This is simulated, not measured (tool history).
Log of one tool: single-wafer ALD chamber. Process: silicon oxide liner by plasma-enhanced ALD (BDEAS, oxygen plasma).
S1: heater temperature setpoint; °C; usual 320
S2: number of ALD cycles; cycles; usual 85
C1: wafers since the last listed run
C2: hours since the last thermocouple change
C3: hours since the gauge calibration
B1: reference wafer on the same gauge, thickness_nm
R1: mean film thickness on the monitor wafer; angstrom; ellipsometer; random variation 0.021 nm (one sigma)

run    hour   S1   S2   C1      C2      C3     B1      R1
  1     0.0  327   77    0  1221.4  2218.3  8.548   75.30
  2    62.5  327   77  208  1283.9  2280.8  8.552   75.64
  3   113.9  327   77  171  1335.3  2332.2  8.542   75.38
  4   218.2  320   85  348  1439.6  2436.5  8.534   84.12
  5   263.9  317   85  152  1485.3  2482.2  8.533   84.59
  6   358.6  317   85  316  1580.0  2576.9  8.523   84.17
  7   403.9  317   85  151  1625.3  2622.2  8.510   84.34
      461.9  -- thermocouple changed; heater temperature recalibrated
  8   501.3  315   72  298    39.4  2719.6  8.515   71.08
  9   584.8  320   85  278   122.9  2803.1  8.502   83.79
 10   652.6  320   85  226   190.7  2870.9  8.493   83.72
 11   696.3  320   72  145   234.4  2914.6  8.499   70.68
 12   799.6  320   85  344   337.7  3017.9  8.490   83.99
      869.5  -- gauge calibrated
 13   886.7  320   85  290   424.8    17.2  8.668   85.45
 14   966.3  320   85  265   504.4    96.8  8.664   85.26
 15  1069.2  320   85  343   607.3   199.7  8.642   84.99
 16  1107.3  320   85  127   645.4   237.8  8.639   85.17
 17  1213.8  320   85  355   751.9   344.3  8.641   85.07
 18  1321.5  320   85  359   859.6   452.0  8.630   84.92
 19  1416.9  309   85  318   955.0   547.4  8.620   86.23
 20  1464.4  320   85  158  1002.5   594.9  8.617   85.23
 21  1529.4  316   95  217  1067.5   659.9  8.622   95.11
 22  1596.1  315   71  222  1134.2   726.6  8.610   71.18
 23  1789.7  313   72  646  1327.8   920.2  8.595   72.40
 24  1891.9  313   77  341  1430.0  1022.4  8.597   77.42
     1949.6  -- thermocouple changed; heater temperature recalibrated
 25  1969.6  320   80  232    20.0  1100.1  8.574   79.61
 26  2020.4  320   85  169    70.8  1150.9  8.573   84.20
 27  2126.4  308   95  353   176.8  1256.9  8.569   95.93
 28  2231.8  330   90  351   282.2  1362.3  8.562   88.64
 29  2298.8  320  101  223   349.2  1429.3  8.563  100.24
 30  2382.8  320   85  280   433.2  1513.3  8.552   84.25
 31  2483.9  330   69  337   534.3  1614.4  8.544   67.29
 32  2567.4  310   97  278   617.8  1697.9  8.542   97.19
 33  2636.2  320   85  229   686.6  1766.7  8.532   84.27
 34  2882.0  313   76  820   932.4  2012.5  8.511   75.91

4 ways to go on from here, each from the tool as it stands after run 34. What would each give?
  A  2882.5  311   85   1  932.9  2013.0   ?   ?
  B  2882.5  311  100   1  932.9  2013.0   ?   ?
  C  2882.5  313   90   1  932.9  2013.0   ?   ?
  D  2882.5  326   69   1  932.9  2013.0   ?   ?

run     B1     R1
  A  8.520  84.74
  B  8.520  99.70
  C  8.520  89.50
  D  8.520  67.50
Without the tool's hidden state the same runs would have given:
run      R1
  A   86.70
  B  102.00
  C   91.57
  D   69.06
